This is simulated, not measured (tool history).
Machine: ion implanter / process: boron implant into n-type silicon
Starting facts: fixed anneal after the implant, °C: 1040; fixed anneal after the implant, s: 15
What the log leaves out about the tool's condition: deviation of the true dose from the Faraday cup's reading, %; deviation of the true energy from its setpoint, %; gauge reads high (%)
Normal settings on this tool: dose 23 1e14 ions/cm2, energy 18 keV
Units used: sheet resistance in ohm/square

run    day   dose  energy  wafers since the last listed run  hours since the last dose calibration  hours since the extraction supply was calibrated  hours since the gauge calibration  read-back reference wafer on the same gauge, sheet resistance  sheet resistance
  1      0     23      18                                 0                                 1249.5                                            4505.7                               86.5                                                          61.12             65.76
  2  0.329     23      18                               103                                 1257.4                                            4513.6                               94.4                                                          61.08              65.7
  3  0.912     23      18                               183                                 1271.4                                            4527.6                              108.4                                                          61.03             65.89
  4  1.396     23      18                               152                                   1283                                            4539.2                                120                                                          61.02             65.65
  5  1.975     23    19.5                               182                                 1296.9                                            4553.1                              133.9                                                          60.96             63.95
  6  2.588     23    19.5                               193                                 1311.6                                            4567.8                              148.6                                                          60.94             63.94
  7  2.875     23    19.5                                90                                 1318.5                                            4574.7                              155.5                                                           60.9             63.95
  8  3.133     23      18                                81                                 1324.7                                            4580.9                              161.7                                                           60.9             65.66
     3.621  -- Faraday cup replaced and dose calibrated
  9  3.642     23      18                                55                                    0.5                                            4593.1                              173.9                                                          60.84             65.55
 10  3.888  26.01      23                                77                                    6.4                                              4599                              179.8                                                           60.8             56.91
 11   4.35  16.37      12                               145                                   17.5                                            4610.1                              190.9                                                          60.76             89.54
 12  4.888     23      18                               169                                   30.4                                              4623                              203.8                                                          60.72              65.5
 13  5.408     23      24                               164                                   42.9                                            4635.5                              216.3                                                          60.64             60.09
     5.471  -- gauge calibrated
     6.129  -- extraction supply calibrated
 14   6.15     23      18                               128                                   60.7                                               0.5                               16.3                                                          61.08             65.78
 15  6.542     23      13                               123                                   70.1                                               9.9                               25.7                                                          61.07             75.05
 16  6.967   27.2    20.5                               133                                   80.3                                              20.1                               35.9                                                          61.06             58.14
 17  7.296  28.83      18                               103                                   88.2                                                28                               43.8                                                          61.04              59.6
 18  7.975     23      18                               214                                  104.5                                              44.3                               60.1                                                          61.04             65.86

The tool's hidden state at each run:
deviation of the true dose from the Faraday cup's reading, %: 0 at every run
deviation of the true energy from its setpoint, %: 0 at every run
H1: gauge reads high (%)
run       H1
  1  -0.0104
  2  -0.0368
  3  -0.0891
  4   -0.138
  5   -0.203
  6    -0.28
  7   -0.318
  8   -0.355
  9    -0.43
 10   -0.469
 11   -0.544
 12   -0.638
 13   -0.735
 14  -0.0556
 15  -0.0629
 16  -0.0745
 17  -0.0861
 18   -0.117

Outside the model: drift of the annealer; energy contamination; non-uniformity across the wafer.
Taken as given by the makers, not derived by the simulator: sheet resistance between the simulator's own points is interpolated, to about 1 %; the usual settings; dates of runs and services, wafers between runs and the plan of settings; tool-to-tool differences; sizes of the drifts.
